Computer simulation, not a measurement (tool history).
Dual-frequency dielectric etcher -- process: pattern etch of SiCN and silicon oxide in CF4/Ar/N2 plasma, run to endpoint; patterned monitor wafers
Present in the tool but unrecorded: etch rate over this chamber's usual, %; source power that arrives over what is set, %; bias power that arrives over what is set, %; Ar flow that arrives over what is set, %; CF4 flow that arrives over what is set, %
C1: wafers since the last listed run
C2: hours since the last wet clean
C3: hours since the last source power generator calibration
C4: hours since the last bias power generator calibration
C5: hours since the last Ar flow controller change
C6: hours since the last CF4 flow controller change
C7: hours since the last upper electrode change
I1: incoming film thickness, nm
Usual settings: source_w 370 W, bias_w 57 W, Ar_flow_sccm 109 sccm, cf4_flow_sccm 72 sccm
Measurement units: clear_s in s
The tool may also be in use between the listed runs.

{"run": 1, "hour": 0.0, "source_w": 290, "bias_w": 45, "Ar_flow_sccm": 125, "cf4_flow_sccm": 86, "C1": 0, "C2": 46.7, "C3": 2271.0, "C4": 57.0, "C5": 85.1, "C6": 87.8, "C7": 0.5, "I1": 16.28, "clear_s": 34.8}
{"run": 2, "hour": 0.4, "source_w": 440, "bias_w": 46, "Ar_flow_sccm": 109, "cf4_flow_sccm": 72, "C1": 6, "C2": 47.1, "C3": 2271.4, "C4": 57.4, "C5": 85.5, "C6": 88.2, "C7": 0.9, "I1": 16.02, "clear_s": 23.1}
{"run": 3, "hour": 1.9, "source_w": 370, "bias_w": 57, "Ar_flow_sccm": 124, "cf4_flow_sccm": 88, "C1": 23, "C2": 48.6, "C3": 2272.9, "C4": 58.9, "C5": 87.0, "C6": 89.7, "C7": 2.4, "I1": 16.15, "clear_s": 25.4}
{"run": 4, "hour": 12.1, "source_w": 370, "bias_w": 68, "Ar_flow_sccm": 109, "cf4_flow_sccm": 72, "C1": 159, "C2": 58.8, "C3": 2283.1, "C4": 69.1, "C5": 97.2, "C6": 99.9, "C7": 12.6, "I1": 16.1, "clear_s": 24.5}
{"run": 5, "hour": 18.9, "source_w": 400, "bias_w": 62, "Ar_flow_sccm": 89, "cf4_flow_sccm": 65, "C1": 106, "C2": 65.6, "C3": 2289.9, "C4": 75.9, "C5": 104.0, "C6": 106.7, "C7": 19.4, "I1": 16.09, "clear_s": 23.1}
{"run": 6, "hour": 28.1, "source_w": 370, "bias_w": 57, "Ar_flow_sccm": 109, "cf4_flow_sccm": 72, "C1": 144, "C2": 74.8, "C3": 2299.1, "C4": 85.1, "C5": 113.2, "C6": 115.9, "C7": 28.6, "I1": 16.17, "clear_s": 25.8}
{"run": 7, "hour": 43.7, "source_w": 370, "bias_w": 61, "Ar_flow_sccm": 116, "cf4_flow_sccm": 72, "C1": 244, "C2": 90.4, "C3": 2314.7, "C4": 100.7, "C5": 128.8, "C6": 131.5, "C7": 44.2, "I1": 15.86, "clear_s": 25.4}
{"run": 8, "hour": 59.5, "source_w": 290, "bias_w": 68, "Ar_flow_sccm": 99, "cf4_flow_sccm": 88, "C1": 247, "C2": 106.2, "C3": 2330.5, "C4": 116.5, "C5": 144.6, "C6": 147.3, "C7": 60.0, "I1": 16.35, "clear_s": 30.0}
{"run": 9, "hour": 67.5, "source_w": 370, "bias_w": 57, "Ar_flow_sccm": 109, "cf4_flow_sccm": 72, "C1": 125, "C2": 114.2, "C3": 2338.5, "C4": 124.5, "C5": 152.6, "C6": 155.3, "C7": 68.0, "I1": 15.99, "clear_s": 25.7}
{"run": 10, "hour": 80.8, "source_w": 290, "bias_w": 71, "Ar_flow_sccm": 136, "cf4_flow_sccm": 72, "C1": 208, "C2": 127.5, "C3": 2351.8, "C4": 137.8, "C5": 165.9, "C6": 168.6, "C7": 81.3, "I1": 16.01, "clear_s": 31.1}
{"hour": 94.4, "done": "source power generator calibrated"}
{"run": 11, "hour": 97.2, "source_w": 370, "bias_w": 66, "Ar_flow_sccm": 133, "cf4_flow_sccm": 72, "C1": 194, "C2": 143.9, "C3": 2.8, "C4": 154.2, "C5": 182.3, "C6": 185.0, "C7": 97.7, "I1": 16.05, "clear_s": 25.7}
{"hour": 128.0, "done": "wet clean of the chamber, repeated, since the last time left the tool worse"}
{"run": 12, "hour": 128.5, "source_w": 370, "bias_w": 57, "Ar_flow_sccm": 109, "cf4_flow_sccm": 57, "C1": 114, "C2": 0.5, "C3": 34.1, "C4": 185.5, "C5": 213.6, "C6": 216.3, "C7": 129.0, "I1": 16.02, "clear_s": 24.9}
{"run": 13, "hour": 128.8, "source_w": 370, "bias_w": 57, "Ar_flow_sccm": 109, "cf4_flow_sccm": 90, "C1": 4, "C2": 0.8, "C3": 34.4, "C4": 185.8, "C5": 213.9, "C6": 216.6, "C7": 129.3, "I1": 16.09, "clear_s": 23.5}
{"run": 14, "hour": 129.1, "source_w": 460, "bias_w": 62, "Ar_flow_sccm": 91, "cf4_flow_sccm": 58, "C1": 4, "C2": 1.1, "C3": 34.7, "C4": 186.1, "C5": 214.2, "C6": 216.9, "C7": 129.6, "I1": 15.84, "clear_s": 19.1}
{"run": 15, "hour": 135.9, "source_w": 340, "bias_w": 57, "Ar_flow_sccm": 109, "cf4_flow_sccm": 72, "C1": 106, "C2": 7.9, "C3": 41.5, "C4": 192.9, "C5": 221.0, "C6": 223.7, "C7": 136.4, "I1": 16.17, "clear_s": 26.4}
{"run": 16, "hour": 150.4, "source_w": 370, "bias_w": 46, "Ar_flow_sccm": 109, "cf4_flow_sccm": 72, "C1": 227, "C2": 22.4, "C3": 56.0, "C4": 207.4, "C5": 235.5, "C6": 238.2, "C7": 150.9, "I1": 16.12, "clear_s": 25.9}
{"run": 17, "hour": 164.7, "source_w": 370, "bias_w": 57, "Ar_flow_sccm": 93, "cf4_flow_sccm": 72, "C1": 224, "C2": 36.7, "C3": 70.3, "C4": 221.7, "C5": 249.8, "C6": 252.5, "C7": 165.2, "I1": 16.18, "clear_s": 24.0}
{"run": 18, "hour": 180.0, "source_w": 290, "bias_w": 45, "Ar_flow_sccm": 125, "cf4_flow_sccm": 86, "C1": 239, "C2": 52.0, "C3": 85.6, "C4": 237.0, "C5": 265.1, "C6": 267.8, "C7": 180.5, "I1": 16.23, "clear_s": 32.6}
{"run": 19, "hour": 191.7, "source_w": 410, "bias_w": 61, "Ar_flow_sccm": 87, "cf4_flow_sccm": 66, "C1": 183, "C2": 63.7, "C3": 97.3, "C4": 248.7, "C5": 276.8, "C6": 279.5, "C7": 192.2, "I1": 16.17, "clear_s": 21.3}
{"run": 20, "hour": 200.6, "source_w": 370, "bias_w": 57, "Ar_flow_sccm": 109, "cf4_flow_sccm": 72, "C1": 139, "C2": 72.6, "C3": 106.2, "C4": 257.6, "C5": 285.7, "C6": 288.4, "C7": 201.1, "I1": 16.06, "clear_s": 24.3}
{"run": 21, "hour": 217.9, "source_w": 370, "bias_w": 57, "Ar_flow_sccm": 93, "cf4_flow_sccm": 67, "C1": 271, "C2": 89.9, "C3": 123.5, "C4": 274.9, "C5": 303.0, "C6": 305.7, "C7": 218.4, "I1": 16.31, "clear_s": 24.4}
{"run": 22, "hour": 225.2, "source_w": 300, "bias_w": 57, "Ar_flow_sccm": 130, "cf4_flow_sccm": 72, "C1": 114, "C2": 97.2, "C3": 130.8, "C4": 282.2, "C5": 310.3, "C6": 313.0, "C7": 225.7, "I1": 16.08, "clear_s": 30.2}
{"run": 23, "hour": 253.1, "source_w": 370, "bias_w": 57, "Ar_flow_sccm": 109, "cf4_flow_sccm": 89, "C1": 437, "C2": 125.1, "C3": 158.7, "C4": 310.1, "C5": 338.2, "C6": 340.9, "C7": 253.6, "I1": 16.11, "clear_s": 23.8}

5 options for the next run, each taken on its own from the tool as it stands now. Forecast them:
{"run": "A", "hour": 253.5, "source_w": 450, "bias_w": 57, "Ar_flow_sccm": 109, "cf4_flow_sccm": 72, "C1": 6, "C2": 125.5, "C3": 159.1, "C4": 310.5, "C5": 338.6, "C6": 341.3, "C7": 254.0, "I1": 16.22, "clear_s": "?"}
{"run": "B", "hour": 253.5, "source_w": 320, "bias_w": 61, "Ar_flow_sccm": 99, "cf4_flow_sccm": 79, "C1": 6, "C2": 125.5, "C3": 159.1, "C4": 310.5, "C5": 338.6, "C6": 341.3, "C7": 254.0, "I1": 16.22, "clear_s": "?"}
{"run": "C", "hour": 253.5, "source_w": 370, "bias_w": 57, "Ar_flow_sccm": 109, "cf4_flow_sccm": 87, "C1": 6, "C2": 125.5, "C3": 159.1, "C4": 310.5, "C5": 338.6, "C6": 341.3, "C7": 254.0, "I1": 16.22, "clear_s": "?"}
{"run": "D", "hour": 253.5, "source_w": 370, "bias_w": 49, "Ar_flow_sccm": 109, "cf4_flow_sccm": 67, "C1": 6, "C2": 125.5, "C3": 159.1, "C4": 310.5, "C5": 338.6, "C6": 341.3, "C7": 254.0, "I1": 16.22, "clear_s": "?"}
{"run": "E", "hour": 253.5, "source_w": 320, "bias_w": 70, "Ar_flow_sccm": 134, "cf4_flow_sccm": 90, "C1": 6, "C2": 125.5, "C3": 159.1, "C4": 310.5, "C5": 338.6, "C6": 341.3, "C7": 254.0, "I1": 16.22, "clear_s": "?"}

run=A clear_s=20.8
run=B clear_s=27.1
run=C clear_s=24.2
run=D clear_s=26.2
run=E clear_s=26.7
Stripped of hidden state, with their random variation kept, the same runs would have yielded:
run=A clear_s=20.5
run=B clear_s=26.8
run=C clear_s=24.0
run=D clear_s=25.9
run=E clear_s=26.4
